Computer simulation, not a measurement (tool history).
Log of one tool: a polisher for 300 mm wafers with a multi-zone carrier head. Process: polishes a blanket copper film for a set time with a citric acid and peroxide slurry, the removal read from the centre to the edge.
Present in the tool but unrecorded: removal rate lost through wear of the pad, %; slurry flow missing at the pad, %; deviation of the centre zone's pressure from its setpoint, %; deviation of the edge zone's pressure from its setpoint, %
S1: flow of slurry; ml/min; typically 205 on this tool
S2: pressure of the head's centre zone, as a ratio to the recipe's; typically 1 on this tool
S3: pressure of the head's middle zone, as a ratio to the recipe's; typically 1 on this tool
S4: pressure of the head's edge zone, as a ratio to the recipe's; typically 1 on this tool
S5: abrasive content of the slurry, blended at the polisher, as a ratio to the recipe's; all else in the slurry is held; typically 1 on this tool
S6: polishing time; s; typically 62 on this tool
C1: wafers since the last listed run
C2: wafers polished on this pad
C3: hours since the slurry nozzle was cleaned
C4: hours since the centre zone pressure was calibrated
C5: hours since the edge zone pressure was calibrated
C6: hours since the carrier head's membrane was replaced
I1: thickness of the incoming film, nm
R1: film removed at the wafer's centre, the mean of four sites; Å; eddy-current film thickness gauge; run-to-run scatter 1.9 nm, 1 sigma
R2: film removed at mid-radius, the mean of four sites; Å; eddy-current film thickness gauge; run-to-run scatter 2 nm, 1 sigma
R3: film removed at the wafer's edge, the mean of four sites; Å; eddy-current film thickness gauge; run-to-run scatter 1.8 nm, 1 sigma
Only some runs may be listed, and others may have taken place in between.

run    hour   S1    S2    S3    S4    S5  S6    C1    C2     C3     C4     C5      C6     I1    R1    R2    R3
  1       0  205     1     1     1     1  78     0   724  223.4   13.7  347.4  1055.8  732.5  1530  1487  1524
  2    49.9  205     1     1     1     1  78   295  1020  273.3   63.6  397.3  1105.7  739.5  1522  1486  1503
       64.8  -- edge zone pressure recalibrated
  3   116.7  205     1     1     1     1  78   383  1403  340.1  130.4   51.9  1172.5  727.9  1480  1472  1491
        170  -- worn pad replaced by a new one
  4   188.1  205     1     1     1   1.1  62   399   107  411.5  201.8  123.3  1243.9  737.6  1353  1334  1318
  5   279.3  205     1     1     1   1.1  62   540   647  502.7    293  214.5  1335.1  718.5  1257  1232  1238
  6   360.7  205     1     1     1   1.1  62   482  1129  584.1  374.4  295.9  1416.5  724.3  1184  1200  1215
      436.2  -- worn pad replaced by a new one
  7   449.3  205     1     1     1     1  55   501    77  672.7    463  384.5  1505.1    743  1192  1132  1177
      479.5  -- edge zone pressure recalibrated
      558.6  -- slurry nozzle cleaned
  8   668.7  205     1     1     1     1  55  1281  1359  110.1  682.4  189.2  1724.5  725.7  1072  1026  1070
      690.6  -- worn pad replaced by a new one
      762.1  -- centre zone pressure recalibrated
  9     773  205     1     1     1  0.85  62   582   476  214.4   10.9  293.5  1828.8  717.7  1184  1138  1228
 10   861.8  160     1     1     1     1  42   525  1002  303.2   99.7  382.3  1917.6  722.1   784   778   786
 11     908  205     1  1.07  0.93   0.9  62   273  1275  349.4  145.9  428.5  1963.8  730.2  1180  1225  1115
      923.9  -- edge zone pressure recalibrated
 12   947.5  205     1     1     1     1  62   222  1497  388.9  185.4   23.6  2003.3  729.4  1192  1154  1170
      965.1  -- worn pad replaced by a new one
      973.5  -- carrier head's membrane replaced by a new one
 13  1025.4  245  0.96     1     1     1  42   408   327  466.8  263.3  101.5    51.9  723.9   843   862   862
 14  1076.2  205  1.08  1.11  1.11  1.25  62   300   628  517.6  314.1  152.3   102.7    735  1364  1346  1321
 15  1142.8  145     1     1  0.93     1  62   394  1023  584.2  380.7  218.9   169.3  734.5  1126  1087  1092
 16  1206.8  205     1     1     1     1  62   379  1402  648.2  444.7  282.9   233.3  734.6  1201  1139  1185
     1270.2  -- slurry nozzle cleaned
     1278.8  -- worn pad replaced by a new one
 17  1289.1  205     1     1     1     1  62   457    60   18.9    527  365.2   315.6  729.2  1311  1275  1325
     1329.3  -- edge zone pressure recalibrated
 18  1369.5  255   0.9     1     1   0.9  62   464   525   99.3  607.4   40.2     396  740.9  1171  1223  1241

Branching from run 18: 4 alternative next runs. What would each branch give?
  A  1369.9  205  0.94     1     1   1  62   2  527  99.7  607.8  40.6  396.4  733.4   ?   ?   ?
  B  1369.9  205     1     1     1   1  81   2  527  99.7  607.8  40.6  396.4  733.4   ?   ?   ?
  C  1369.9  150  0.96     1  1.07   1  78   2  527  99.7  607.8  40.6  396.4  733.4   ?   ?   ?
  D  1369.9  140  1.05  1.11  0.94   1  62   2  527  99.7  607.8  40.6  396.4  733.4   ?   ?   ?

run    R1    R2    R3
  A  1184  1216  1233
  B  1631  1588  1611
  C  1420  1442  1528
  D  1197  1233  1138
Without the tool's hidden state the same runs would have given:
run    R1    R2    R3
  A  1303  1338  1356
  B  1794  1747  1772
  C  1562  1587  1680
  D  1317  1356  1252
